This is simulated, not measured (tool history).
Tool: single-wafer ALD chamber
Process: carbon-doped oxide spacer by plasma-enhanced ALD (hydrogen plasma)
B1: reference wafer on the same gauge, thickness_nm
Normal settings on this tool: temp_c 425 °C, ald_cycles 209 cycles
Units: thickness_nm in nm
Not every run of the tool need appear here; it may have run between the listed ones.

{"run": 1, "day": 0.0, "temp_c": 425, "ald_cycles": 209, "B1": 8.954, "thickness_nm": 9.396}
{"run": 2, "day": 0.558, "temp_c": 425, "ald_cycles": 209, "B1": 8.951, "thickness_nm": 9.34}
{"run": 3, "day": 1.375, "temp_c": 425, "ald_cycles": 209, "B1": 8.947, "thickness_nm": 9.345}
{"run": 4, "day": 2.058, "temp_c": 425, "ald_cycles": 209, "B1": 8.949, "thickness_nm": 9.371}
{"run": 5, "day": 2.675, "temp_c": 425, "ald_cycles": 209, "B1": 8.954, "thickness_nm": 9.335}
{"run": 6, "day": 3.7, "temp_c": 425, "ald_cycles": 209, "B1": 8.948, "thickness_nm": 9.341}
{"run": 7, "day": 4.667, "temp_c": 425, "ald_cycles": 209, "B1": 8.94, "thickness_nm": 9.318}
{"run": 8, "day": 5.3, "temp_c": 425, "ald_cycles": 209, "B1": 8.94, "thickness_nm": 9.352}
{"run": 9, "day": 6.279, "temp_c": 417, "ald_cycles": 209, "B1": 8.942, "thickness_nm": 9.611}
{"run": 10, "day": 7.483, "temp_c": 417, "ald_cycles": 209, "B1": 8.934, "thickness_nm": 9.613}
{"run": 11, "day": 7.996, "temp_c": 425, "ald_cycles": 209, "B1": 8.939, "thickness_nm": 9.358}
{"run": 12, "day": 8.746, "temp_c": 425, "ald_cycles": 209, "B1": 8.944, "thickness_nm": 9.382}
{"run": 13, "day": 10.221, "temp_c": 425, "ald_cycles": 209, "B1": 8.932, "thickness_nm": 9.317}
{"run": 14, "day": 11.55, "temp_c": 425, "ald_cycles": 209, "B1": 8.937, "thickness_nm": 9.371}
{"day": 14.962, "done": "gauge calibrated"}
{"run": 15, "day": 15.262, "temp_c": 430, "ald_cycles": 209, "B1": 9.03, "thickness_nm": 9.266}
{"run": 16, "day": 16.192, "temp_c": 425, "ald_cycles": 209, "B1": 9.005, "thickness_nm": 9.397}
{"run": 17, "day": 17.2, "temp_c": 425, "ald_cycles": 209, "B1": 8.999, "thickness_nm": 9.402}
{"run": 18, "day": 18.467, "temp_c": 425, "ald_cycles": 209, "B1": 8.995, "thickness_nm": 9.433}
{"run": 19, "day": 19.808, "temp_c": 425, "ald_cycles": 178, "B1": 8.987, "thickness_nm": 8}
{"run": 20, "day": 21.183, "temp_c": 425, "ald_cycles": 226, "B1": 8.981, "thickness_nm": 10.148}
{"run": 21, "day": 21.75, "temp_c": 425, "ald_cycles": 226, "B1": 8.986, "thickness_nm": 10.162}
{"run": 22, "day": 23.217, "temp_c": 425, "ald_cycles": 226, "B1": 8.976, "thickness_nm": 10.109}
{"run": 23, "day": 24.658, "temp_c": 416, "ald_cycles": 241, "B1": 8.966, "thickness_nm": 11.221}
{"run": 24, "day": 25.817, "temp_c": 425, "ald_cycles": 209, "B1": 8.96, "thickness_nm": 9.417}
{"run": 25, "day": 26.5, "temp_c": 425, "ald_cycles": 209, "B1": 8.959, "thickness_nm": 9.371}
{"run": 26, "day": 27.438, "temp_c": 430, "ald_cycles": 237, "B1": 8.957, "thickness_nm": 10.433}
{"day": 29.067, "done": "thermocouple changed; heater temperature recalibrated"}
{"run": 27, "day": 29.088, "temp_c": 425, "ald_cycles": 209, "B1": 8.942, "thickness_nm": 9.392}
{"run": 28, "day": 29.942, "temp_c": 412, "ald_cycles": 174, "B1": 8.958, "thickness_nm": 8.186}
{"run": 29, "day": 30.558, "temp_c": 413, "ald_cycles": 191, "B1": 8.948, "thickness_nm": 8.899}
{"run": 30, "day": 32.433, "temp_c": 437, "ald_cycles": 209, "B1": 8.938, "thickness_nm": 8.96}
{"run": 31, "day": 32.992, "temp_c": 425, "ald_cycles": 242, "B1": 8.929, "thickness_nm": 10.816}

Forecast run 32:
{"run": 32, "day": 34.296, "temp_c": 425, "ald_cycles": 209, "B1": "?", "thickness_nm": "?"}

For run 32 the tool returned B1 8.929, thickness_nm 9.395 nm.
With no hidden state in the tool, this same run would have given thickness_nm 9.491 nm.

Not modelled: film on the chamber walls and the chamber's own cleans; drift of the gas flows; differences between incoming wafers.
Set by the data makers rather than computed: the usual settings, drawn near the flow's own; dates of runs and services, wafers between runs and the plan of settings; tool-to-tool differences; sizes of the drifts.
